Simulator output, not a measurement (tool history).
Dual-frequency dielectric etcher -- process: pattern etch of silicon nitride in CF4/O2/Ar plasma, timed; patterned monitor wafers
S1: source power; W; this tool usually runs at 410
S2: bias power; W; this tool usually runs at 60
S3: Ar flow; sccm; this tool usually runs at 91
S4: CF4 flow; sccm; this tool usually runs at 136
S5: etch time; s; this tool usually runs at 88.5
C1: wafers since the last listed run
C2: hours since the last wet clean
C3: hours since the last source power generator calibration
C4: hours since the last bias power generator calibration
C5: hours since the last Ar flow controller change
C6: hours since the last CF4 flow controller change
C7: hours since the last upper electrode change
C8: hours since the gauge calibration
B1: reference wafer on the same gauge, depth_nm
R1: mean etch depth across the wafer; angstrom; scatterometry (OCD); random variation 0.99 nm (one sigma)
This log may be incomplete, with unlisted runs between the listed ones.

run,hour,S1,S2,S3,S4,S5,C1,C2,C3,C4,C5,C6,C7,C8,B1,R1
1,0.0,410,60,91,113,88.5,0,431.1,220.3,2325.7,189.7,1326.4,2455.5,1696.6,166.9,1794
# hour 101.2: wet clean of the chamber
2,103.0,410,60,91,136,88.5,963,1.8,323.3,2428.7,292.7,1429.4,2558.5,1799.6,166.8,1734
# hour 117.8: bias power generator calibrated
3,200.7,410,60,91,136,88.5,1142,99.5,421.0,82.9,390.4,1527.1,2656.2,1897.3,166.8,1746
4,239.2,410,60,91,136,88.5,469,138.0,459.5,121.4,428.9,1565.6,2694.7,1935.8,166.9,1771
5,282.5,480,60,91,136,80.0,528,181.3,502.8,164.7,472.2,1608.9,2738.0,1979.1,167.3,1873
6,353.3,410,55,91,136,114.5,863,252.1,573.6,235.5,543.0,1679.7,2808.8,2049.9,166.9,2176
# hour 363.6: CF4 flow controller replaced
7,453.7,340,60,101,110,96.0,1151,352.5,674.0,335.9,643.4,90.1,2909.2,2150.3,166.9,1559
# hour 532.8: wet clean of the chamber
8,533.3,410,60,91,147,88.5,678,0.5,753.6,415.5,723.0,169.7,2988.8,2229.9,167.1,1732
# hour 627.7: gauge calibrated
# hour 668.1: upper electrode replaced
9,668.7,410,60,91,136,88.5,1358,135.9,889.0,550.9,858.4,305.1,0.6,41.0,167.2,1766
10,745.6,410,60,91,136,88.5,937,212.8,965.9,627.8,935.3,382.0,77.5,117.9,167.0,1769
11,850.8,410,65,91,136,88.5,1283,318.0,1071.1,733.0,1040.5,487.2,182.7,223.1,167.0,1880
12,927.5,360,55,91,136,111.0,935,394.7,1147.8,809.7,1117.2,563.9,259.4,299.8,167.0,1858
# hour 982.0: wet clean of the chamber
13,996.4,410,60,91,136,88.5,547,14.4,1216.7,878.6,1186.1,632.8,328.3,368.7,166.8,1703
14,1094.6,360,53,91,136,76.5,1197,112.6,1314.9,976.8,1284.3,731.0,426.5,466.9,166.7,1211
15,1170.4,410,60,91,136,88.5,924,188.4,1390.7,1052.6,1360.1,806.8,502.3,542.7,167.0,1754
16,1212.1,410,56,91,136,88.5,508,230.1,1432.4,1094.3,1401.8,848.5,544.0,584.4,166.9,1680
17,1258.2,410,50,91,136,67.0,562,276.2,1478.5,1140.4,1447.9,894.6,590.1,630.5,167.0,1198
18,1332.6,410,56,91,160,88.5,907,350.6,1552.9,1214.8,1522.3,969.0,664.5,704.9,167.1,1732
19,1425.0,380,60,108,136,62.0,1127,443.0,1645.3,1307.2,1614.7,1061.4,756.9,797.3,166.9,1142
# hour 1539.8: wet clean of the chamber
20,1540.3,410,60,91,136,88.5,1113,0.5,1760.6,1422.5,1730.0,1176.7,872.2,912.6,166.8,1713

Branching from run 20: 5 alternative next runs. What would each branch give?
A,1540.7,410,60,91,145,88.5,4,0.9,1761.0,1422.9,1730.4,1177.1,872.6,913.0,?,?
B,1540.7,410,65,72,136,88.5,4,0.9,1761.0,1422.9,1730.4,1177.1,872.6,913.0,?,?
C,1540.7,410,47,91,160,88.5,4,0.9,1761.0,1422.9,1730.4,1177.1,872.6,913.0,?,?
D,1540.7,410,60,91,136,67.5,4,0.9,1761.0,1422.9,1730.4,1177.1,872.6,913.0,?,?
E,1540.7,410,60,112,136,99.5,4,0.9,1761.0,1422.9,1730.4,1177.1,872.6,913.0,?,?

run,B1,R1
A,167.0,1727
B,167.0,1833
C,167.0,1495
D,167.0,1312
E,167.0,1900
Without the tool's unlogged condition, the same runs would have read:
run,R1
A,1751
B,1858
C,1515
D,1330
E,1926
